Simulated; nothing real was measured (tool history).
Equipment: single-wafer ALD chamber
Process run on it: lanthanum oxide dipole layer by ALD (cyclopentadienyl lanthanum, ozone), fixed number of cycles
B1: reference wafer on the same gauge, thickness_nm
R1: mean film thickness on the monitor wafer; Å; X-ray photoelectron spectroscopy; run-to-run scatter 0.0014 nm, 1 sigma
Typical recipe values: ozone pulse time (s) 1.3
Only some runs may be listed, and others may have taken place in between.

Run 1, hour 0: usual settings; B1 0.617. Result: R1 5.31 Å.
Run 2, hour 89.8: usual settings; B1 0.616. Result: R1 5.3 Å.
Run 3, hour 117.6: usual settings; B1 0.616. Result: R1 5.3 Å.
Run 4, hour 158.9: usual settings; B1 0.616. Result: R1 5.32 Å.
Run 5, hour 178.6: usual settings; B1 0.616. Result: R1 5.3 Å.
Run 6, hour 195.2: usual settings; B1 0.616. Result: R1 5.3 Å.
Run 7, hour 211.6: usual settings but ozone pulse time (s) 0.98; B1 0.616. Result: R1 4.73 Å.
Run 8, hour 224.1: usual settings; B1 0.616. Result: R1 5.31 Å.
Run 9, hour 258.9: usual settings; B1 0.616. Result: R1 5.31 Å.
Run 10, hour 291: usual settings but ozone pulse time (s) 1.44; B1 0.616. Result: R1 5.45 Å.
Run 11, hour 388.5: usual settings; B1 0.616. Result: R1 5.27 Å.
Run 12, hour 410.3: usual settings; B1 0.616. Result: R1 5.27 Å.
Run 13, hour 434.6: usual settings; B1 0.617. Result: R1 5.28 Å.
Run 14, hour 449.6: usual settings; B1 0.616. Result: R1 5.28 Å.
Run 15, hour 465.7: usual settings; B1 0.616. Result: R1 5.31 Å.
At hour 495: ozone generator serviced.
Run 16, hour 495.5: usual settings; B1 0.616. Result: R1 5.39 Å.
Run 17, hour 502.4: usual settings but ozone pulse time (s) 1.6; B1 0.616. Result: R1 5.6 Å.
Run 18, hour 517.7: usual settings but ozone pulse time (s) 1.04; B1 0.616. Result: R1 4.96 Å.
At hour 547.8: showerhead replaced, of another model than before.
Run 19, hour 548.3: usual settings; B1 0.616. Result: R1 5.37 Å.
Run 20, hour 571.7: usual settings but ozone pulse time (s) 0.82; B1 0.616. Result: R1 4.8 Å.
Run 21, hour 590.3: usual settings but ozone pulse time (s) 1.7; B1 0.616. Result: R1 5.6 Å.
Run 22, hour 626.2: usual settings but ozone pulse time (s) 1.07; B1 0.616. Result: R1 5.12 Å.
At hour 640.7: gauge calibrated.
Run 23, hour 728.7: usual settings; B1 0.616. Result: R1 5.36 Å.
Run 24, hour 829.9: usual settings; B1 0.616. Result: R1 5.35 Å.
Run 25, hour 845.7: usual settings; B1 0.616. Result: R1 5.33 Å.
Run 26, hour 865.7: usual settings but ozone pulse time (s) 0.79; B1 0.616. Result: R1 4.7 Å.
Run 27, hour 889.4: usual settings but ozone pulse time (s) 1.14; B1 0.616. Result: R1 5.18 Å.
At hour 897.6: thermocouple changed; heater temperature recalibrated.
Run 28, hour 905.1: usual settings but ozone pulse time (s) 1.54; B1 0.616. Result: R1 5.48 Å.
Run 29, hour 1011.1: usual settings but ozone pulse time (s) 1.76; B1 0.616. Result: R1 5.63 Å.

The next listed run, before its measurement:
Run 30, hour 1054.8: usual settings but ozone pulse time (s) 1.52; B1 ?. Result: R1 ?.

{"run 30": {"B1": 0.616, "R1": 5.47}}
Had the tool carried no hidden state, the very same run would have given R1 5.52 Å.

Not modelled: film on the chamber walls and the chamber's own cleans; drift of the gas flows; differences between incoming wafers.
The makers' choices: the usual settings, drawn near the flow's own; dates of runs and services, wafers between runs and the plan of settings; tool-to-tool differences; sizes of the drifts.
